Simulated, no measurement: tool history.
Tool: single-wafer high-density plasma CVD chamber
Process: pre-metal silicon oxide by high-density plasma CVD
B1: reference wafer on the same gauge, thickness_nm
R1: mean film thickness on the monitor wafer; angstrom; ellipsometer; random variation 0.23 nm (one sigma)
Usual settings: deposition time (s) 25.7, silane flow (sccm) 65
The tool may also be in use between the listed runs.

{"run": 1, "day": 0.0, "deposition time (s)": 25.7, "silane flow (sccm)": 65, "B1": 130.977, "R1": 1624.14}
{"run": 2, "day": 0.404, "deposition time (s)": 25.7, "silane flow (sccm)": 65, "B1": 130.984, "R1": 1620.75}
{"run": 3, "day": 1.125, "deposition time (s)": 25.7, "silane flow (sccm)": 65, "B1": 130.948, "R1": 1622.74}
{"run": 4, "day": 1.862, "deposition time (s)": 25.7, "silane flow (sccm)": 65, "B1": 130.986, "R1": 1621.53}
{"day": 2.279, "done": "gauge calibrated"}
{"run": 5, "day": 2.55, "deposition time (s)": 29.7, "silane flow (sccm)": 65, "B1": 130.969, "R1": 1875.17}
{"run": 6, "day": 3.188, "deposition time (s)": 29.7, "silane flow (sccm)": 65, "B1": 130.871, "R1": 1877.25}
{"run": 7, "day": 3.808, "deposition time (s)": 25.7, "silane flow (sccm)": 65, "B1": 130.962, "R1": 1627.0}
{"run": 8, "day": 4.504, "deposition time (s)": 25.7, "silane flow (sccm)": 65, "B1": 130.997, "R1": 1627.99}
{"run": 9, "day": 4.8, "deposition time (s)": 25.7, "silane flow (sccm)": 65, "B1": 131.027, "R1": 1621.19}
{"run": 10, "day": 5.488, "deposition time (s)": 25.7, "silane flow (sccm)": 65, "B1": 130.952, "R1": 1627.23}
{"run": 11, "day": 6.138, "deposition time (s)": 25.7, "silane flow (sccm)": 65, "B1": 130.978, "R1": 1627.23}
{"run": 12, "day": 6.833, "deposition time (s)": 25.7, "silane flow (sccm)": 65, "B1": 130.93, "R1": 1627.81}
{"run": 13, "day": 7.25, "deposition time (s)": 25.7, "silane flow (sccm)": 65, "B1": 130.936, "R1": 1628.48}
{"run": 14, "day": 7.967, "deposition time (s)": 25.7, "silane flow (sccm)": 65, "B1": 131.101, "R1": 1626.91}
{"run": 15, "day": 8.262, "deposition time (s)": 25.7, "silane flow (sccm)": 65, "B1": 130.999, "R1": 1619.95}
{"run": 16, "day": 8.742, "deposition time (s)": 25.7, "silane flow (sccm)": 65, "B1": 131.016, "R1": 1626.56}
{"run": 17, "day": 9.221, "deposition time (s)": 25.7, "silane flow (sccm)": 65, "B1": 131.004, "R1": 1629.65}
{"run": 18, "day": 9.933, "deposition time (s)": 25.7, "silane flow (sccm)": 65, "B1": 130.93, "R1": 1629.08}
{"run": 19, "day": 10.342, "deposition time (s)": 28.0, "silane flow (sccm)": 73, "B1": 131.075, "R1": 1991.26}
{"run": 20, "day": 10.996, "deposition time (s)": 23.4, "silane flow (sccm)": 70, "B1": 130.903, "R1": 1594.05}
{"run": 21, "day": 11.604, "deposition time (s)": 23.1, "silane flow (sccm)": 54, "B1": 130.951, "R1": 1219.27}
{"day": 12.125, "done": "gauge calibrated"}
{"run": 22, "day": 12.292, "deposition time (s)": 30.1, "silane flow (sccm)": 52, "B1": 130.934, "R1": 1525.05}
{"run": 23, "day": 12.846, "deposition time (s)": 25.7, "silane flow (sccm)": 65, "B1": 130.954, "R1": 1625.14}
{"run": 24, "day": 13.496, "deposition time (s)": 25.7, "silane flow (sccm)": 65, "B1": 131.001, "R1": 1629.47}
{"day": 13.846, "done": "silane flow controller replaced"}
{"run": 25, "day": 14.05, "deposition time (s)": 27.6, "silane flow (sccm)": 56, "B1": 131.052, "R1": 1559.72}
{"run": 26, "day": 14.483, "deposition time (s)": 27.9, "silane flow (sccm)": 65, "B1": 131.008, "R1": 1823.19}
{"run": 27, "day": 14.842, "deposition time (s)": 20.9, "silane flow (sccm)": 65, "B1": 130.898, "R1": 1364.0}
{"run": 28, "day": 15.346, "deposition time (s)": 21.3, "silane flow (sccm)": 70, "B1": 130.994, "R1": 1495.09}
{"run": 29, "day": 15.712, "deposition time (s)": 28.9, "silane flow (sccm)": 65, "B1": 130.949, "R1": 1885.89}
{"run": 30, "day": 16.154, "deposition time (s)": 29.8, "silane flow (sccm)": 70, "B1": 131.028, "R1": 2092.78}
{"run": 31, "day": 16.604, "deposition time (s)": 23.7, "silane flow (sccm)": 56, "B1": 131.026, "R1": 1337.89}

The next listed run, before its measurement:
{"day": 18.758, "done": "silane flow controller replaced, repeated, since the last time left the tool worse"}
{"run": 32, "day": 18.779, "deposition time (s)": 27.6, "silane flow (sccm)": 61, "B1": "?", "R1": "?"}

Run 32 gave B1 131.018, R1 1590.83 angstrom.
Without the tool's hidden state the same run would have given R1 1576.94 angstrom.
